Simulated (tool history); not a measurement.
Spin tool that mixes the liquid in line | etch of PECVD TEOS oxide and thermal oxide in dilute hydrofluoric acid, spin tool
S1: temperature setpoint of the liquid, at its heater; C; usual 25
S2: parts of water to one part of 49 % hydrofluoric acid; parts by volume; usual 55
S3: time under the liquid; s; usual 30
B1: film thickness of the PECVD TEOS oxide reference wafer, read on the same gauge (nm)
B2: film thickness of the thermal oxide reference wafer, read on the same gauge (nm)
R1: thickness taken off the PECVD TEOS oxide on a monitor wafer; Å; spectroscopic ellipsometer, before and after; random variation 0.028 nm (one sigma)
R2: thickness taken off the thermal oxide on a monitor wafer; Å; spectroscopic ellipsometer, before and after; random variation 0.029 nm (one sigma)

{"run": 1, "hour": 0.0, "S1": 25, "S2": 55, "S3": 30, "B1": 79.97, "B2": 119.976, "R1": 66, "R2": 29.78}
{"run": 2, "hour": 13.7, "S1": 25, "S2": 55, "S3": 30, "B1": 80.05, "B2": 119.995, "R1": 65.4, "R2": 30.18}
{"run": 3, "hour": 47.4, "S1": 25, "S2": 55, "S3": 45, "B1": 79.99, "B2": 120.005, "R1": 99, "R2": 45.54}
{"run": 4, "hour": 63.8, "S1": 25, "S2": 55, "S3": 35, "B1": 79.99, "B2": 119.962, "R1": 77.7, "R2": 34.82}
{"run": 5, "hour": 97.6, "S1": 25, "S2": 55, "S3": 30, "B1": 79.98, "B2": 119.954, "R1": 66.2, "R2": 30.4}
{"run": 6, "hour": 113.3, "S1": 25, "S2": 55, "S3": 30, "B1": 79.99, "B2": 119.961, "R1": 66.6, "R2": 30.51}
{"run": 7, "hour": 128.7, "S1": 25, "S2": 55, "S3": 30, "B1": 79.99, "B2": 119.98, "R1": 66.3, "R2": 29.75}
{"run": 8, "hour": 155.2, "S1": 22.5, "S2": 35, "S3": 20, "B1": 80.03, "B2": 119.994, "R1": 64.2, "R2": 29.19}
{"hour": 155.7, "done": "gauge calibrated"}
{"hour": 198.5, "done": "thermometer replaced"}
{"run": 9, "hour": 261.3, "S1": 25, "S2": 55, "S3": 15, "B1": 80, "B2": 120.016, "R1": 33.6, "R2": 15.28}
{"run": 10, "hour": 289.7, "S1": 29, "S2": 55, "S3": 30, "B1": 80.03, "B2": 120.019, "R1": 78.1, "R2": 35.67}

Forecast run 11:
{"hour": 291.4, "done": "hydrofluoric acid flow meter replaced"}
{"run": 11, "hour": 311.6, "S1": 25, "S2": 55, "S3": 30, "B1": "?", "B2": "?", "R1": "?", "R2": "?"}

B1: 80.02
B2: 120.038
R1: 59.6 Å
R2: 26.85 Å
Without the tool's hidden state the same run would have given R1 59.2 Å, R2 26.66 Å.

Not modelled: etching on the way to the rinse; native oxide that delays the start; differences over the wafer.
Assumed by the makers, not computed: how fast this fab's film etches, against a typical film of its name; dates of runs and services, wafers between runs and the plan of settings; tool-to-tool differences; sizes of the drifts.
